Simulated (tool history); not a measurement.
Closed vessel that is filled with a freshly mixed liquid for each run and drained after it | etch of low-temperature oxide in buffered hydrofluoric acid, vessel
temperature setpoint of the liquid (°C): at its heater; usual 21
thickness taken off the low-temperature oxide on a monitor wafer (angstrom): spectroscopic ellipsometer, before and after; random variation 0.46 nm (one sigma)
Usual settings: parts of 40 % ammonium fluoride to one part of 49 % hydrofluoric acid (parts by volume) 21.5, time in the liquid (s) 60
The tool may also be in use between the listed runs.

run	hour	temperature setpoint of the liquid (°C)	parts of 40 % ammonium fluoride to one part of 49 % hydrofluoric acid (parts by volume)	time in the liquid (s)	read-back film thickness of the low-temperature oxide reference wafer, read on the same gauge (nm)	thickness taken off the low-temperature oxide on a monitor wafer (angstrom)
1	0	21	21.5	60	79.97	460.5
2	35.3	21	21.5	35	79.98	274.1
3	66.3	21	21.5	35	80.03	268.7
4	126.3	21	21.5	35	79.97	269.9
5	197.9	21	21.5	60	79.97	466
6	248.6	21	21.5	60	80.02	452.3
7	313.2	21	21.5	60	80.01	446.8
8	467.9	21	21.5	60	80.02	446.3
9	528.2	21	21.5	60	79.99	444.7
10	556.1	25	16.5	60	80.01	672.2
11	593.6	21	16.5	60	80.03	527.7
12	632.4	21	21.5	60	79.97	440.3
13	660	21	21.5	40	80	316.8
14	703.5	21	21.5	60	80.02	477.3
15	732.5	21	21.5	60	79.98	474.9
16	791.9	21	21.5	60	79.99	469.8
17	836.9	19	18	80	79.99	640.5
18	868.9	18	21.5	40	80.02	260.9
19	934.3	17.5	17	40	80.01	310.8
20	987.8	23.5	15.5	75	79.99	858.7
21	1177.1	18	13.5	60	80.01	557.5
22	1227.8	23	24.5	60	80.01	449.3
23	1268	26	18.5	60	80	639.4
24	1307.7	23.5	13	90	80.02	1145.9
25	1359	21	21.5	60	79.98	469.3

Not shown: 4 entries that the log had between the listed runs. Between which runs, and how does the tool's hidden state differ before and after?
Between runs 11 and 12: thermometer replaced (hour 628.4)
  hydrofluoric acid flow below the setpoint (%): 12.2 -> 12.9
  measured less the result without the state, thickness taken off the low-temperature oxide on a monitor wafer (angstrom): -72.3 -> -44
Between runs 12 and 13: hydrofluoric acid flow meter replaced (hour 659.6)
  hydrofluoric acid flow below the setpoint (%): 12.9 -> 0.22
  measured less the result without the state, thickness taken off the low-temperature oxide on a monitor wafer (angstrom): -44 -> -0.5
Between runs 17 and 18: gauge calibrated (hour 845.8)
  hydrofluoric acid flow below the setpoint (%): 3.4 -> 3.97
  measured less the result without the state, thickness taken off the low-temperature oxide on a monitor wafer (angstrom): -22.3 -> -7.4
Between runs 24 and 25: hydrofluoric acid flow meter replaced (hour 1345.8)
  hydrofluoric acid flow below the setpoint (%): 11.9 -> 2.81
  measured less the result without the state, thickness taken off the low-temperature oxide on a monitor wafer (angstrom): -151 -> -9.3
